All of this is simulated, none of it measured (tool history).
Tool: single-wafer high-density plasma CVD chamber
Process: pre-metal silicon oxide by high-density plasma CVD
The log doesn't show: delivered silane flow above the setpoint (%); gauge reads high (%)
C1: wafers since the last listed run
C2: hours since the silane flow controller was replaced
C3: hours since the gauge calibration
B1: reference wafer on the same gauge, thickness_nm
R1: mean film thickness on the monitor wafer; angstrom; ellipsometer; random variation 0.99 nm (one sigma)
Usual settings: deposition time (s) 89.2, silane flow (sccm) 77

Run 1, day 0.000: usual settings but deposition time (s) 76.9, silane flow (sccm) 86; C1 0; C2 3907.7; C3 11.6; B1 750.106. Result: R1 6351.01 angstrom.
Run 2, day 0.983: usual settings; C1 388; C2 3931.3; C3 35.2; B1 750.226. Result: R1 6833.72 angstrom.
Run 3, day 2.562: usual settings; C1 624; C2 3969.2; C3 73.1; B1 749.879. Result: R1 6842.92 angstrom.
Run 4, day 3.225: usual settings but silane flow (sccm) 65; C1 262; C2 3985.1; C3 89.0; B1 750.589. Result: R1 6149.20 angstrom.
Run 5, day 4.158: usual settings; C1 369; C2 4007.5; C3 111.4; B1 750.010. Result: R1 6845.57 angstrom.
Run 6, day 5.188: usual settings; C1 407; C2 4032.2; C3 136.1; B1 750.573. Result: R1 6844.14 angstrom.
Run 7, day 6.179: usual settings; C1 392; C2 4056.0; C3 159.9; B1 749.423. Result: R1 6839.44 angstrom.
Run 8, day 7.662: usual settings but silane flow (sccm) 69; C1 586; C2 4091.6; C3 195.5; B1 750.112. Result: R1 6388.21 angstrom.
Run 9, day 8.738: usual settings but silane flow (sccm) 69; C1 425; C2 4117.4; C3 221.3; B1 749.964. Result: R1 6369.57 angstrom.
Run 10, day 9.529: usual settings but deposition time (s) 83.2; C1 313; C2 4136.4; C3 240.3; B1 749.776. Result: R1 6372.79 angstrom.
At day 10.083: silane flow controller replaced.
Run 11, day 10.604: usual settings but silane flow (sccm) 70; C1 293; C2 12.5; C3 266.1; B1 750.132. Result: R1 6208.02 angstrom.
Run 12, day 11.546: usual settings; C1 372; C2 35.1; C3 288.7; B1 750.146. Result: R1 6578.42 angstrom.
Run 13, day 12.967: usual settings; C1 561; C2 69.2; C3 322.8; B1 749.715. Result: R1 6600.17 angstrom.
Run 14, day 13.467: usual settings; C1 197; C2 81.2; C3 334.8; B1 750.068. Result: R1 6600.03 angstrom.
At day 14.354: gauge calibrated.
Run 15, day 14.367: usual settings but silane flow (sccm) 91; C1 355; C2 102.8; C3 0.3; B1 749.777. Result: R1 7411.04 angstrom.
Run 16, day 15.817: usual settings but deposition time (s) 80.0, silane flow (sccm) 69; C1 573; C2 137.6; C3 35.1; B1 750.177. Result: R1 5531.96 angstrom.
Run 17, day 16.742: usual settings but deposition time (s) 82.9, silane flow (sccm) 86; C1 365; C2 159.8; C3 57.3; B1 749.716. Result: R1 6621.50 angstrom.
Run 18, day 18.038: usual settings but silane flow (sccm) 63; C1 512; C2 190.9; C3 88.4; B1 749.748. Result: R1 5826.56 angstrom.
Run 19, day 19.375: usual settings but deposition time (s) 74.1; C1 529; C2 223.0; C3 120.5; B1 749.628. Result: R1 5502.26 angstrom.
Run 20, day 20.162: usual settings but deposition time (s) 93.8; C1 311; C2 241.9; C3 139.4; B1 749.816. Result: R1 6994.74 angstrom.

Forecast run 21:
Run 21, day 21.333: usual settings but deposition time (s) 95.3, silane flow (sccm) 89; C1 463; C2 270.0; C3 167.5; B1 ?. Result: R1 ?.

{"run 21": {"B1": 750.065, "R1": 7813.27}}
Without the tool's hidden state the same run would have given R1 7729.28 angstrom.
